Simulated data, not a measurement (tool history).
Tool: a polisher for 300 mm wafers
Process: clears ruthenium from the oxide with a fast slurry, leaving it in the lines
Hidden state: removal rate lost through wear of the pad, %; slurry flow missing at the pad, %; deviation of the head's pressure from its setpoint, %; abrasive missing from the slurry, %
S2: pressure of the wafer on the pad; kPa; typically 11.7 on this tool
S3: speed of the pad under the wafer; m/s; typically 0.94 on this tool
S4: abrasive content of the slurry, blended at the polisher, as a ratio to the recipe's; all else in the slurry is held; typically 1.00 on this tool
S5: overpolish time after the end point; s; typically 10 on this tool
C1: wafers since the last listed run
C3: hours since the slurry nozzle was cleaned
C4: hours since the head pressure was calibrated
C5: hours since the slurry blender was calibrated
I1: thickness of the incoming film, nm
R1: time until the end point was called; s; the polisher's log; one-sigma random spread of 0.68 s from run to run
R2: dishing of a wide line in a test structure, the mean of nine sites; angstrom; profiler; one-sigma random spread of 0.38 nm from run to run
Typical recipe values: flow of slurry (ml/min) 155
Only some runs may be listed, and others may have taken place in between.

Run 1, hour 0.0: usual settings but flow of slurry (ml/min) 185; C1 0; wafers polished on this pad 457; C3 806.0; C4 1172.5; C5 165.5; I1 190.2. Result: R1 97.2 s, R2 177 angstrom.
Run 2, hour 6.2: usual settings but flow of slurry (ml/min) 185; C1 40; wafers polished on this pad 498; C3 812.2; C4 1178.7; C5 171.7; I1 191.8. Result: R1 99.5 s, R2 172 angstrom.
Run 3, hour 21.8: usual settings; C1 101; wafers polished on this pad 599; C3 827.8; C4 1194.3; C5 187.3; I1 191.7. Result: R1 103.1 s, R2 170 angstrom.
Run 4, hour 37.5: usual settings; C1 102; wafers polished on this pad 701; C3 843.5; C4 1210.0; C5 203.0; I1 186.4. Result: R1 101.3 s, R2 165 angstrom.
Run 5, hour 44.0: usual settings; C1 42; wafers polished on this pad 743; C3 850.0; C4 1216.5; C5 209.5; I1 187.0. Result: R1 101.0 s, R2 164 angstrom.
Run 6, hour 91.4: usual settings but S4 1.05; C1 308; wafers polished on this pad 1052; C3 897.4; C4 1263.9; C5 256.9; I1 187.9. Result: R1 99.7 s, R2 171 angstrom.
At hour 102.9: worn pad replaced by a new one.
Run 7, hour 108.0: usual settings but S4 1.05; C1 81; wafers polished on this pad 33; C3 914.0; C4 1280.5; C5 273.5; I1 190.5. Result: R1 99.5 s, R2 169 angstrom.
Run 8, hour 120.9: usual settings; C1 83; wafers polished on this pad 117; C3 926.9; C4 1293.4; C5 286.4; I1 191.5. Result: R1 103.5 s, R2 161 angstrom.
At hour 133.3: head pressure recalibrated.
Run 9, hour 134.6: usual settings; C1 76; wafers polished on this pad 193; C3 940.6; C4 1.3; C5 300.1; I1 191.2. Result: R1 103.7 s, R2 160 angstrom.
Run 10, hour 141.7: usual settings; C1 46; wafers polished on this pad 239; C3 947.7; C4 8.4; C5 307.2; I1 190.3. Result: R1 102.8 s, R2 159 angstrom.
Run 11, hour 149.5: usual settings but S4 1.10; C1 50; wafers polished on this pad 290; C3 955.5; C4 16.2; C5 315.0; I1 189.9. Result: R1 99.0 s, R2 170 angstrom.
At hour 200.7: slurry nozzle cleaned.
Run 12, hour 201.2: usual settings but S4 1.10; C1 329; wafers polished on this pad 619; C3 0.5; C4 67.9; C5 366.7; I1 190.9. Result: R1 89.6 s, R2 188 angstrom.
Run 13, hour 207.1: usual settings but S3 0.82 m/s, S4 1.20; C1 38; wafers polished on this pad 658; C3 6.4; C4 73.8; C5 372.6; I1 187.2. Result: R1 94.9 s, R2 172 angstrom.
Run 14, hour 221.3: usual settings but S3 0.82 m/s, S4 1.20; C1 92; wafers polished on this pad 750; C3 20.6; C4 88.0; C5 386.8; I1 190.9. Result: R1 97.8 s, R2 176 angstrom.
Run 15, hour 229.2: usual settings; C1 51; wafers polished on this pad 801; C3 28.5; C4 95.9; C5 394.7; I1 187.8. Result: R1 95.8 s, R2 177 angstrom.
At hour 242.1: slurry blender recalibrated.
Run 16, hour 245.7: usual settings but S2 13.8 kPa; C1 94; wafers polished on this pad 896; C3 45.0; C4 112.4; C5 3.6; I1 187.8. Result: R1 76.1 s, R2 215 angstrom.
Run 17, hour 255.9: usual settings but flow of slurry (ml/min) 205, S4 1.20, S5 4 s; C1 66; wafers polished on this pad 962; C3 55.2; C4 122.6; C5 13.8; I1 190.8. Result: R1 75.7 s, R2 92 angstrom.
Run 18, hour 263.5: usual settings but S3 1.22 m/s, S5 15 s; C1 49; wafers polished on this pad 1011; C3 62.8; C4 130.2; C5 21.4; I1 190.5. Result: R1 66.8 s, R2 363 angstrom.
At hour 273.3: worn pad replaced by a new one.
Run 19, hour 273.8: usual settings but S2 8.3 kPa, S4 0.85; C1 40; wafers polished on this pad 2; C3 73.1; C4 140.5; C5 31.7; I1 194.1. Result: R1 122.8 s, R2 138 angstrom.

Forecast run 20:
Run 20, hour 321.5: usual settings but S2 15.2 kPa; C1 310; wafers polished on this pad 313; C3 120.8; C4 188.2; C5 79.4; I1 188.3. Result: R1 ?, R2 ?.

{"run 20": {"R1": 76.3, "R2": 213}}
Without the tool's hidden state the same run would have given R1 71.0 s, R2 229 angstrom.
